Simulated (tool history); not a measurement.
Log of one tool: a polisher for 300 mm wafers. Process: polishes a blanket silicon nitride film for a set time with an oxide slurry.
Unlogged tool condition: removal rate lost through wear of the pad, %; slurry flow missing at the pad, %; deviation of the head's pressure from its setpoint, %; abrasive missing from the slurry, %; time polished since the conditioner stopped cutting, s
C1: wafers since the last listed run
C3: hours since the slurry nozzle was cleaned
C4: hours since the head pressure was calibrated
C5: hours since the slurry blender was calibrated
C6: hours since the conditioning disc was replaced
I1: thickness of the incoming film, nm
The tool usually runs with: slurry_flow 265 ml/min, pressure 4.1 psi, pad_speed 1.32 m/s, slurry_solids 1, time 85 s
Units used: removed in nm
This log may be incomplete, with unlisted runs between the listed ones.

Run 1, day 0: usual settings; C1 0; wafers polished on this pad 662; C3 296.7; C4 291.8; C5 303.5; C6 90.3; I1 475.6. Result: removed 79.1 nm.
Run 2, day 1.646: usual settings; C1 305; wafers polished on this pad 968; C3 336.2; C4 331.3; C5 343; C6 129.8; I1 483.5. Result: removed 77.7 nm.
Run 3, day 2.762: usual settings; C1 207; wafers polished on this pad 1175; C3 363; C4 358.1; C5 369.8; C6 156.6; I1 484.7. Result: removed 79.5 nm.
Run 4, day 5.033: usual settings; C1 421; wafers polished on this pad 1596; C3 417.5; C4 412.6; C5 424.3; C6 211.1; I1 482.4. Result: removed 78.6 nm.
At day 6.904: slurry blender recalibrated.
At day 9.017: worn pad replaced by a new one.
Run 5, day 9.038: usual settings; C1 696; wafers polished on this pad 3; C3 513.6; C4 508.7; C5 51.2; C6 307.2; I1 482.6. Result: removed 77.2 nm.
At day 9.983: conditioning disc replaced and pad reconditioned.
Run 6, day 10.621: usual settings; C1 278; wafers polished on this pad 282; C3 551.6; C4 546.7; C5 89.2; C6 15.3; I1 476.9. Result: removed 78.3 nm.
At day 10.921: slurry nozzle cleaned.
Run 7, day 12.371: usual settings but pressure 3 psi, time 76 s; C1 316; wafers polished on this pad 598; C3 34.8; C4 588.7; C5 131.2; C6 57.3; I1 478.3. Result: removed 55.7 nm.
Run 8, day 13.458: usual settings but pressure 3 psi, time 76 s; C1 201; wafers polished on this pad 800; C3 60.9; C4 614.8; C5 157.3; C6 83.4; I1 475.3. Result: removed 54.4 nm.
Run 9, day 14.967: usual settings but pressure 3 psi, time 76 s; C1 279; wafers polished on this pad 1080; C3 97.1; C4 651; C5 193.5; C6 119.6; I1 471.9. Result: removed 54.8 nm.
Run 10, day 17.329: usual settings but time 74 s; C1 438; wafers polished on this pad 1518; C3 153.8; C4 707.7; C5 250.2; C6 176.3; I1 478.6. Result: removed 71.3 nm.
Run 11, day 19.467: usual settings but slurry_flow 200 ml/min, pad_speed 0.92 m/s, slurry_solids 1.2; C1 396; wafers polished on this pad 1915; C3 205.1; C4 759; C5 301.5; C6 227.6; I1 475.6. Result: removed 67.3 nm.
At day 20.771: conditioning disc replaced and pad reconditioned.
At day 21.525: worn pad replaced by a new one.
Run 12, day 22.117: usual settings but slurry_flow 330 ml/min, pressure 5.3 psi, pad_speed 1.14 m/s, time 95 s; C1 445; wafers polished on this pad 109; C3 268.7; C4 822.6; C5 365.1; C6 32.3; I1 479.7. Result: removed 111.9 nm.
At day 23.025: head pressure recalibrated.
Run 13, day 23.283: usual settings; C1 200; wafers polished on this pad 310; C3 296.7; C4 6.2; C5 393.1; C6 60.3; I1 479.2. Result: removed 80.4 nm.
At day 23.5: slurry blender recalibrated.
Run 14, day 25.138: usual settings but pressure 2.8 psi, slurry_solids 1.15; C1 328; wafers polished on this pad 638; C3 341.2; C4 50.7; C5 39.3; C6 104.8; I1 476.3. Result: removed 58.2 nm.
Run 15, day 26.471: usual settings but slurry_flow 190 ml/min, time 70 s; C1 247; wafers polished on this pad 886; C3 373.2; C4 82.7; C5 71.3; C6 136.8; I1 473.8. Result: removed 62.7 nm.
Run 16, day 29.279: usual settings; C1 520; wafers polished on this pad 1407; C3 440.6; C4 150.1; C5 138.7; C6 204.2; I1 478.3. Result: removed 81.2 nm.
Run 17, day 30.771: usual settings but slurry_flow 220 ml/min, pressure 3.7 psi, pad_speed 1.58 m/s, time 68 s; C1 276; wafers polished on this pad 1683; C3 476.4; C4 185.9; C5 174.5; C6 240; I1 482.7. Result: removed 62.8 nm.
At day 31.804: worn pad replaced by a new one, of another model than before.
At day 31.888: conditioning disc replaced and pad reconditioned.
Run 18, day 32.792: usual settings; C1 328; wafers polished on this pad 167; C3 524.9; C4 234.4; C5 223; C6 21.7; I1 476.1. Result: removed 81.7 nm.
At day 35.204: slurry nozzle cleaned.
Run 19, day 37.217: usual settings but pressure 4.5 psi, slurry_solids 0.85, time 57 s; C1 813; wafers polished on this pad 981; C3 48.3; C4 340.6; C5 329.2; C6 127.9; I1 481.3. Result: removed 55.4 nm.
Run 20, day 39.458: usual settings; C1 415; wafers polished on this pad 1396; C3 102.1; C4 394.4; C5 383; C6 181.7; I1 475.6. Result: removed 82.9 nm.

Predict the results of run 21:
At day 42.15: slurry blender recalibrated.
Run 21, day 42.325: usual settings but pressure 3.7 psi, pad_speed 1.62 m/s, slurry_solids 0.9; C1 516; wafers polished on this pad 1913; C3 170.9; C4 463.2; C5 4.2; C6 250.5; I1 485.5. Result: removed ?.

removed: 82.3 nm
Take away the tool's hidden state, keep the run-to-run variation as it was, and the same run would have given removed 84.4 nm.
